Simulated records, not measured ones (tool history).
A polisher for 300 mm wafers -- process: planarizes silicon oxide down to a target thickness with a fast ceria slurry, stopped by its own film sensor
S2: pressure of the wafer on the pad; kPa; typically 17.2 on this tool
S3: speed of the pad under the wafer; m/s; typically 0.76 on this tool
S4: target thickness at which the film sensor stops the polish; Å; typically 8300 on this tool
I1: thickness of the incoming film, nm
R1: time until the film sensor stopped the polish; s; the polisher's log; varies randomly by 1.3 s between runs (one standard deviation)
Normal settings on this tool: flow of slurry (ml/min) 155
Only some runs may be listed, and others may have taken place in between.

run 1 day=0 | flow_of_slurry_(ml/min)=155 S2=17.2 S3=0.76 S4=8300 | I1=1612.6 | R1=78.4
run 2 day=0.579 | flow_of_slurry_(ml/min)=155 S2=17.2 S3=0.76 S4=8300 | I1=1583.3 | R1=73.8
-- day=1.554 worn pad replaced by a new one
run 3 day=3.017 | flow_of_slurry_(ml/min)=155 S2=17.2 S3=0.76 S4=8300 | I1=1592.5 | R1=76.8
run 4 day=3.55 | flow_of_slurry_(ml/min)=155 S2=17.2 S3=0.76 S4=8300 | I1=1571.7 | R1=74.1
run 5 day=4.762 | flow_of_slurry_(ml/min)=155 S2=17.2 S3=0.76 S4=8300 | I1=1602.2 | R1=78.7
run 6 day=6.175 | flow_of_slurry_(ml/min)=155 S2=17.2 S3=0.76 S4=8300 | I1=1579.1 | R1=76.3
-- day=6.962 worn pad replaced by a new one
run 7 day=7.146 | flow_of_slurry_(ml/min)=155 S2=17.2 S3=0.76 S4=8300 | I1=1604.8 | R1=79.2
run 8 day=10.329 | flow_of_slurry_(ml/min)=155 S2=17.2 S3=0.76 S4=8300 | I1=1602.3 | R1=80
-- day=10.429 head pressure recalibrated
run 9 day=11.05 | flow_of_slurry_(ml/min)=155 S2=17.2 S3=0.76 S4=8300 | I1=1614.2 | R1=91.8
run 10 day=11.579 | flow_of_slurry_(ml/min)=155 S2=17.2 S3=0.68 S4=10320 | I1=1626.2 | R1=73.9
-- day=12.212 worn pad replaced by a new one
run 11 day=13.079 | flow_of_slurry_(ml/min)=155 S2=17.2 S3=0.76 S4=6840 | I1=1594 | R1=103.2
run 12 day=13.912 | flow_of_slurry_(ml/min)=155 S2=17.2 S3=0.76 S4=8300 | I1=1636.3 | R1=91.4
-- day=14.483 head pressure recalibrated, repeated, since the last time left the tool worse
run 13 day=14.704 | flow_of_slurry_(ml/min)=135 S2=17.2 S3=0.76 S4=8300 | I1=1622.4 | R1=76.9
run 14 day=15.554 | flow_of_slurry_(ml/min)=155 S2=17.2 S3=0.76 S4=8300 | I1=1603.9 | R1=72.9
run 15 day=17.008 | flow_of_slurry_(ml/min)=210 S2=18.6 S3=0.5 S4=10600 | I1=1608 | R1=68.1
-- day=17.454 worn pad replaced by a new one
-- day=17.558 slurry nozzle cleaned
run 16 day=18.346 | flow_of_slurry_(ml/min)=155 S2=17.2 S3=0.76 S4=6090 | I1=1618.1 | R1=97.5
run 17 day=19.792 | flow_of_slurry_(ml/min)=205 S2=20.7 S3=0.76 S4=10490 | I1=1588.2 | R1=41.1
run 18 day=21.017 | flow_of_slurry_(ml/min)=190 S2=15.2 S3=0.76 S4=8300 | I1=1595.7 | R1=78.3
-- day=21.679 worn pad replaced by a new one
run 19 day=22.067 | flow_of_slurry_(ml/min)=155 S2=21.4 S3=0.76 S4=8300 | I1=1608.6 | R1=60.7

How would selected steps in R1 from run to run divide? Give the signed amount a tool lacking its hidden state would still show from settings, what came in and random variation, and the signed amount left for the hidden state, including any gauge scatter that is not in both of the compared results.
Unlogged tool condition in this case: removal rate lost through wear of the pad, %; slurry flow missing at the pad, %; deviation of the head's pressure from its setpoint, %.
Run 12 -> 13: flow of slurry (ml/min) 155 -> 135, head pressure recalibrated, repeated, since the last time left the tool worse. R1 -14.5 s: hidden state -15, all else +0.5.
Run 16 -> 17: flow of slurry (ml/min) 155 -> 205, S2 17.2 -> 20.7, S4 6090 -> 10490. R1 -56.4 s: hidden state +0.5, all else -56.9.

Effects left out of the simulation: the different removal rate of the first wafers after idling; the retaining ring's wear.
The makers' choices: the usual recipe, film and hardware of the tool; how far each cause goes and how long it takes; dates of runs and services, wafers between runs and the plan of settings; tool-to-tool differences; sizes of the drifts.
